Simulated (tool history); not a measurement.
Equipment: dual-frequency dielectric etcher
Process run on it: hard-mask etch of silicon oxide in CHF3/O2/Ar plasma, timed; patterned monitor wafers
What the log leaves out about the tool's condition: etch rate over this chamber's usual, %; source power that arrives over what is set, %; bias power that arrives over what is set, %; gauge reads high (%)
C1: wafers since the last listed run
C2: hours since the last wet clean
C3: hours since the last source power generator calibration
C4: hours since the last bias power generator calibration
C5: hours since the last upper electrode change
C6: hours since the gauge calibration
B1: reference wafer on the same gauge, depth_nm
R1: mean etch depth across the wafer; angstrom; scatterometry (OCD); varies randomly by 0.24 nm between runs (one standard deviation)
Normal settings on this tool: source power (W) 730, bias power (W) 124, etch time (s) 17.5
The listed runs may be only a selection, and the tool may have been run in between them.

Run 1, hour 0: usual settings; C1 0; C2 10.4; C3 2384.5; C4 3413.4; C5 2202.8; C6 861.7; B1 41.04. Result: R1 364.8 angstrom.
Run 2, hour 16.2: usual settings; C1 154; C2 26.6; C3 2400.7; C4 3429.6; C5 2219; C6 877.9; B1 41.09. Result: R1 368.8 angstrom.
Run 3, hour 41.1: usual settings; C1 237; C2 51.5; C3 2425.6; C4 3454.5; C5 2243.9; C6 902.8; B1 41.14. Result: R1 367.9 angstrom.
Run 4, hour 140.2: usual settings; C1 946; C2 150.6; C3 2524.7; C4 3553.6; C5 2343; C6 1001.9; B1 41.09. Result: R1 366.4 angstrom.
Run 5, hour 175.1: usual settings; C1 333; C2 185.5; C3 2559.6; C4 3588.5; C5 2377.9; C6 1036.8; B1 41.08. Result: R1 366.7 angstrom.
Run 6, hour 208.6: usual settings but etch time (s) 19; C1 320; C2 219; C3 2593.1; C4 3622; C5 2411.4; C6 1070.3; B1 41.13. Result: R1 399.9 angstrom.
At hour 213.4: gauge calibrated.
At hour 219.3: source power generator calibrated.
Run 7, hour 259.8: usual settings but etch time (s) 19; C1 450; C2 270.2; C3 40.5; C4 3673.2; C5 2462.6; C6 46.4; B1 41.11. Result: R1 392.3 angstrom.
Run 8, hour 288.7: usual settings but etch time (s) 19; C1 276; C2 299.1; C3 69.4; C4 3702.1; C5 2491.5; C6 75.3; B1 41.08. Result: R1 398.1 angstrom.
Run 9, hour 312.8: usual settings; C1 230; C2 323.2; C3 93.5; C4 3726.2; C5 2515.6; C6 99.4; B1 41.08. Result: R1 364.6 angstrom.
Run 10, hour 330.8: usual settings; C1 171; C2 341.2; C3 111.5; C4 3744.2; C5 2533.6; C6 117.4; B1 41.12. Result: R1 364.5 angstrom.
Run 11, hour 346.5: usual settings; C1 149; C2 356.9; C3 127.2; C4 3759.9; C5 2549.3; C6 133.1; B1 41.11. Result: R1 366.6 angstrom.
Run 12, hour 370.3: usual settings; C1 227; C2 380.7; C3 151; C4 3783.7; C5 2573.1; C6 156.9; B1 41.08. Result: R1 370 angstrom.
Run 13, hour 398.3: usual settings; C1 267; C2 408.7; C3 179; C4 3811.7; C5 2601.1; C6 184.9; B1 41.13. Result: R1 364.4 angstrom.
Run 14, hour 419: usual settings; C1 197; C2 429.4; C3 199.7; C4 3832.4; C5 2621.8; C6 205.6; B1 41.13. Result: R1 364.5 angstrom.
Run 15, hour 437.5: usual settings but etch time (s) 20; C1 176; C2 447.9; C3 218.2; C4 3850.9; C5 2640.3; C6 224.1; B1 41.14. Result: R1 416.3 angstrom.
Run 16, hour 450.6: usual settings; C1 125; C2 461; C3 231.3; C4 3864; C5 2653.4; C6 237.2; B1 41.1. Result: R1 368.7 angstrom.
At hour 469: bias power generator calibrated.
At hour 529: upper electrode replaced.
Run 17, hour 529.5: usual settings; C1 486; C2 539.9; C3 310.2; C4 60.5; C5 0.5; C6 316.1; B1 41.1. Result: R1 371.3 angstrom.
Run 18, hour 562.4: usual settings but bias power (W) 133, etch time (s) 21; C1 314; C2 572.8; C3 343.1; C4 93.4; C5 33.4; C6 349; B1 41.1. Result: R1 454.3 angstrom.
At hour 595.1: wet clean of the chamber.
Run 19, hour 595.6: usual settings but source power (W) 630, bias power (W) 96, etch time (s) 13.5; C1 87; C2 0.5; C3 376.3; C4 126.6; C5 66.6; C6 382.2; B1 41.04. Result: R1 245.2 angstrom.
Run 20, hour 596.9: usual settings but source power (W) 650, bias power (W) 99, etch time (s) 22; C1 12; C2 1.8; C3 377.6; C4 127.9; C5 67.9; C6 383.5; B1 41.03. Result: R1 410.7 angstrom.
Run 21, hour 630.8: usual settings but bias power (W) 145; C1 323; C2 35.7; C3 411.5; C4 161.8; C5 101.8; C6 417.4; B1 41.12. Result: R1 385.4 angstrom.
Run 22, hour 661.4: usual settings; C1 292; C2 66.3; C3 442.1; C4 192.4; C5 132.4; C6 448; B1 41.11. Result: R1 370.8 angstrom.

Run 23 is up next; what results do you expect?
Run 23, hour 675.2: usual settings but bias power (W) 145; C1 131; C2 80.1; C3 455.9; C4 206.2; C5 146.2; C6 461.8; B1 ?. Result: R1 ?.

Run 23 measured B1 41.11, R1 386.6 angstrom.
Had the tool carried no hidden state, the very same run would have given R1 386.6 angstrom.

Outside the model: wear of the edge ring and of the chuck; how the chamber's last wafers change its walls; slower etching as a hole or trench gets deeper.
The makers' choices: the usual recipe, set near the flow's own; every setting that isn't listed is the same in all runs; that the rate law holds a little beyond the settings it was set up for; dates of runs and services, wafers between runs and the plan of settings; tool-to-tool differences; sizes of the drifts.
